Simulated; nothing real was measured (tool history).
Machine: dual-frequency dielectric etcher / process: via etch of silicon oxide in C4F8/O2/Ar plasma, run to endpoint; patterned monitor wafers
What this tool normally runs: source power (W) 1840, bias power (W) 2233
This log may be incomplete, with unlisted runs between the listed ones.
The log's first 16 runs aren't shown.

| run | hour | source power (W) | bias power (W) | incoming incoming film thickness, nm | endpoint time (s) |
|---|---|---|---|---|---|
|  | 219.7 | bias power generator calibrated |
| 17 | 220.2 | 1530 | 2478 | 1011.1 | 212.3 |
| 18 | 233.5 | 2110 | 1708 | 1015.8 | 199.8 |
| 19 | 242.5 | 2110 | 1708 | 1005.2 | 198.3 |
| 20 | 275.4 | 1490 | 2233 | 1003.6 | 221.3 |
| 21 | 290.1 | 1840 | 2432 | 1010.1 | 193.9 |
| 22 | 314.9 | 1960 | 2001 | 1011.2 | 198.9 |
| 23 | 327.7 | 1840 | 2233 | 1013.1 | 200.7 |
| 24 | 337.8 | 1430 | 1825 | 1011 | 242.5 |
| 25 | 348.4 | 1840 | 2649 | 994.4 | 188.3 |
| 26 | 355.2 | 2110 | 1708 | 1014.6 | 200.1 |
| 27 | 370.6 | 1840 | 2233 | 1006.1 | 201.4 |
| 28 | 380 | 1840 | 2233 | 1016.5 | 201.2 |
|  | 390.4 | source power generator calibrated |
| 29 | 390.9 | 1840 | 2233 | 1014.6 | 201.7 |
| 30 | 395.7 | 1840 | 1692 | 1020.8 | 219.9 |
| 31 | 445.1 | 2050 | 1776 | 1023.3 | 205.1 |
| 32 | 478.6 | 1840 | 1867 | 1007.1 | 212.8 |

For run 33, what comes out?
| 33 | 489.9 | 1410 | 2233 | 1017.7 | ? |

endpoint time (s): 235.2
Without the tool's hidden state the same run would have given endpoint time (s) 231.4.
